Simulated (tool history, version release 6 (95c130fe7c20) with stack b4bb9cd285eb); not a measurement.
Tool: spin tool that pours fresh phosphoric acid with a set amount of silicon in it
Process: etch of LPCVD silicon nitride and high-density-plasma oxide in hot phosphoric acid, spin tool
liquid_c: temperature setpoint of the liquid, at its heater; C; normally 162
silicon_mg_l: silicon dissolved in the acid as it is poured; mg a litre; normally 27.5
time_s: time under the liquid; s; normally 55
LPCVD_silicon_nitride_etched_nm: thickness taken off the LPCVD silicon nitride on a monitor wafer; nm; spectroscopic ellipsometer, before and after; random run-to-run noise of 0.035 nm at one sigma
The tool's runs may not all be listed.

| run | hour | liquid_c | silicon_mg_l | time_s | read-back film thickness of the LPCVD silicon nitride reference wafer, read on the same gauge (nm) | LPCVD_silicon_nitride_etched_nm |
|---|---|---|---|---|---|---|
| 1 | 0 | 162 | 27.5 | 55 | 99.99 | 5.29 |
| 2 | 20.9 | 162 | 27.5 | 55 | 100.01 | 5.29 |
| 3 | 46.3 | 162 | 27.5 | 55 | 99.99 | 5.3 |
| 4 | 78.7 | 162 | 27.5 | 30 | 99.98 | 2.87 |
| 5 | 107.8 | 162 | 27.5 | 30 | 100.01 | 2.87 |
| 6 | 125.8 | 162 | 27.5 | 55 | 100 | 5.21 |
| 7 | 153.8 | 162 | 27.5 | 25 | 100 | 2.38 |
| 8 | 175.5 | 162 | 17.5 | 55 | 99.99 | 5.21 |
|  | 187.6 | gauge calibrated |
| 9 | 197.9 | 162 | 17.5 | 55 | 99.99 | 5.25 |
| 10 | 220.2 | 162 | 20.5 | 35 | 100.02 | 3.31 |
|  | 255.2 | heated supply line repaired |
| 11 | 255.7 | 164 | 18 | 55 | 99.99 | 5.57 |
| 12 | 279.7 | 159 | 48.5 | 55 | 100.01 | 4.67 |
| 13 | 311.1 | 163 | 43 | 80 | 99.99 | 7.84 |
| 14 | 342.1 | 162 | 27.5 | 55 | 100.01 | 5.2 |
| 15 | 371.9 | 159 | 16 | 20 | 100.04 | 1.69 |
|  | 402 | dissolved silicon flow meter replaced |
| 16 | 402.9 | 160.5 | 8 | 30 | 100.01 | 2.68 |
|  | 407.1 | thermometer replaced |
| 17 | 438.7 | 162 | 27.5 | 65 | 100 | 6.54 |
| 18 | 453.8 | 163 | 36.5 | 65 | 100.01 | 6.81 |
| 19 | 517.8 | 159 | 16 | 20 | 100.03 | 1.83 |

Predict the results of run 20:
| 20 | 536.7 | 162 | 27.5 | 55 | ? | ? |

Run 20 produced read-back film thickness of the LPCVD silicon nitride reference wafer, read on the same gauge (nm) 99.99, LPCVD_silicon_nitride_etched_nm 5.57 nm.
With the hidden condition absent and the run-to-run variation left alone, this run would have shown LPCVD_silicon_nitride_etched_nm 5.64 nm.
